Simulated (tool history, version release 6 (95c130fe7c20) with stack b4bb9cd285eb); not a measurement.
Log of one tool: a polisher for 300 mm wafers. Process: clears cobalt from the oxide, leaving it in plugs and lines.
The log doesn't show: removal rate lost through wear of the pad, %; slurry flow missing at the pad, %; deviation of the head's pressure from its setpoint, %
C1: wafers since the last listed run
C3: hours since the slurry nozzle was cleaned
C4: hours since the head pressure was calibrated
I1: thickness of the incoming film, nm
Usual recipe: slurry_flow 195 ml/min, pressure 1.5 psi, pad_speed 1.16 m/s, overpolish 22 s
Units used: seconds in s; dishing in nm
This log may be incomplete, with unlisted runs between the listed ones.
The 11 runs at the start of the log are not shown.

run 12 hour=223 | slurry_flow=195 pressure=1.5 pad_speed=1.16 overpolish=22 | C1=472 wafers_polished_on_this_pad=1404 C3=67.5 C4=44.5 | I1=198.4 | seconds=40.2 dishing=49.2
run 13 hour=232.3 | slurry_flow=195 pressure=1.3 pad_speed=0.98 overpolish=12 | C1=135 wafers_polished_on_this_pad=1540 C3=76.8 C4=53.8 | I1=196.5 | seconds=53.6 dishing=30.3
run 14 hour=248.9 | slurry_flow=195 pressure=1.5 pad_speed=1.16 overpolish=22 | C1=242 wafers_polished_on_this_pad=1783 C3=93.4 C4=70.4 | I1=201.7 | seconds=40.6 dishing=48.3
-- hour=257.5 worn pad replaced by a new one
run 15 hour=259.9 | slurry_flow=195 pressure=1.4 pad_speed=1.16 overpolish=22 | C1=102 wafers_polished_on_this_pad=35 C3=104.4 C4=81.4 | I1=197 | seconds=42.9 dishing=46.1
run 16 hour=270.1 | slurry_flow=170 pressure=1.9 pad_speed=1.16 overpolish=22 | C1=149 wafers_polished_on_this_pad=184 C3=114.6 C4=91.6 | I1=202.1 | seconds=33.6 dishing=51.9
run 17 hour=287.5 | slurry_flow=195 pressure=1.5 pad_speed=0.76 overpolish=22 | C1=254 wafers_polished_on_this_pad=439 C3=132 C4=109 | I1=202.7 | seconds=62.7 dishing=40.7
run 18 hour=301.2 | slurry_flow=165 pressure=1.5 pad_speed=0.92 overpolish=34 | C1=200 wafers_polished_on_this_pad=639 C3=145.7 C4=122.7 | I1=202 | seconds=52.3 dishing=53.2
run 19 hour=315.1 | slurry_flow=195 pressure=1.5 pad_speed=1.16 overpolish=22 | C1=203 wafers_polished_on_this_pad=842 C3=159.6 C4=136.6 | I1=202.4 | seconds=41.6 dishing=49.2
run 20 hour=324.3 | slurry_flow=245 pressure=1.5 pad_speed=1.16 overpolish=22 | C1=134 wafers_polished_on_this_pad=977 C3=168.8 C4=145.8 | I1=200.9 | seconds=40.1 dishing=48.6
run 21 hour=336.2 | slurry_flow=195 pressure=1.5 pad_speed=1.16 overpolish=22 | C1=173 wafers_polished_on_this_pad=1151 C3=180.7 C4=157.7 | I1=201.9 | seconds=41 dishing=49.4
run 22 hour=348 | slurry_flow=255 pressure=1.2 pad_speed=1.52 overpolish=26 | C1=172 wafers_polished_on_this_pad=1323 C3=192.5 C4=169.5 | I1=197.1 | seconds=37.7 dishing=55.1
run 23 hour=359.8 | slurry_flow=195 pressure=1.5 pad_speed=1.16 overpolish=14 | C1=172 wafers_polished_on_this_pad=1496 C3=204.3 C4=181.3 | I1=199.7 | seconds=40.9 dishing=38.6
run 24 hour=373.4 | slurry_flow=195 pressure=1.5 pad_speed=1.16 overpolish=22 | C1=198 wafers_polished_on_this_pad=1694 C3=217.9 C4=194.9 | I1=200.9 | seconds=41.3 dishing=50.2
run 25 hour=383.5 | slurry_flow=195 pressure=2 pad_speed=1.26 overpolish=10 | C1=147 wafers_polished_on_this_pad=1842 C3=228 C4=205 | I1=199.7 | seconds=28.8 dishing=39.7
run 26 hour=393.4 | slurry_flow=195 pressure=1.5 pad_speed=1.16 overpolish=22 | C1=144 wafers_polished_on_this_pad=1987 C3=237.9 C4=214.9 | I1=200.4 | seconds=41.9 dishing=48.7
-- hour=399 worn pad replaced by a new one
run 27 hour=405.3 | slurry_flow=195 pressure=1.5 pad_speed=1.34 overpolish=10 | C1=115 wafers_polished_on_this_pad=92 C3=249.8 C4=226.8 | I1=198.8 | seconds=35.5 dishing=34.6
run 28 hour=419.9 | slurry_flow=215 pressure=1.5 pad_speed=1.44 overpolish=22 | C1=213 wafers_polished_on_this_pad=306 C3=264.4 C4=241.4 | I1=198.8 | seconds=32.6 dishing=52
run 29 hour=428.3 | slurry_flow=195 pressure=1.5 pad_speed=0.9 overpolish=15 | C1=122 wafers_polished_on_this_pad=428 C3=272.8 C4=249.8 | I1=199.3 | seconds=53 dishing=35.5
run 30 hour=443.2 | slurry_flow=250 pressure=1.9 pad_speed=1.16 overpolish=9 | C1=217 wafers_polished_on_this_pad=646 C3=287.7 C4=264.7 | I1=200.8 | seconds=32.8 dishing=35.4
run 31 hour=454.1 | slurry_flow=225 pressure=1.3 pad_speed=1.36 overpolish=32 | C1=159 wafers_polished_on_this_pad=806 C3=298.6 C4=275.6 | I1=198.8 | seconds=40.1 dishing=55.5
-- hour=459.5 slurry nozzle cleaned
run 32 hour=501.8 | slurry_flow=195 pressure=1.5 pad_speed=1.16 overpolish=22 | C1=682 wafers_polished_on_this_pad=1488 C3=42.3 C4=323.3 | I1=198.7 | seconds=40.5 dishing=49.5
run 33 hour=511.3 | slurry_flow=195 pressure=1.5 pad_speed=1.16 overpolish=22 | C1=138 wafers_polished_on_this_pad=1627 C3=51.8 C4=332.8 | I1=201 | seconds=40.3 dishing=49.4
run 34 hour=519 | slurry_flow=195 pressure=1.8 pad_speed=1.5 overpolish=32 | C1=112 wafers_polished_on_this_pad=1740 C3=59.5 C4=340.5 | I1=201.6 | seconds=27.5 dishing=59.2

Branching from run 34: 5 alternative next runs. What would each branch give?
run A hour=519.4 | slurry_flow=195 pressure=1.5 pad_speed=1.16 overpolish=22 | C1=5 wafers_polished_on_this_pad=1746 C3=59.9 C4=340.9 | I1=202.1 | seconds=? dishing=?
run B hour=519.4 | slurry_flow=195 pressure=1.2 pad_speed=1.46 overpolish=22 | C1=5 wafers_polished_on_this_pad=1746 C3=59.9 C4=340.9 | I1=202.1 | seconds=? dishing=?
run C hour=519.4 | slurry_flow=145 pressure=1.2 pad_speed=1.36 overpolish=22 | C1=5 wafers_polished_on_this_pad=1746 C3=59.9 C4=340.9 | I1=202.1 | seconds=? dishing=?
run D hour=519.4 | slurry_flow=195 pressure=1.5 pad_speed=1.16 overpolish=9 | C1=5 wafers_polished_on_this_pad=1746 C3=59.9 C4=340.9 | I1=202.1 | seconds=? dishing=?
run E hour=519.4 | slurry_flow=130 pressure=1.7 pad_speed=1.16 overpolish=25 | C1=5 wafers_polished_on_this_pad=1746 C3=59.9 C4=340.9 | I1=202.1 | seconds=? dishing=?

run=A seconds=41.2 dishing=48.8
run=B seconds=40.2 dishing=49.2
run=C seconds=44.4 dishing=47.3
run=D seconds=41.2 dishing=29.6
run=E seconds=38.5 dishing=52.2
The same runs, with their run-to-run variation unchanged, on a tool lacking any hidden condition would have given:
run=A seconds=41.2 dishing=48.8
run=B seconds=40.2 dishing=49.2
run=C seconds=44.4 dishing=47.3
run=D seconds=41.2 dishing=29.7
run=E seconds=38.4 dishing=52.2
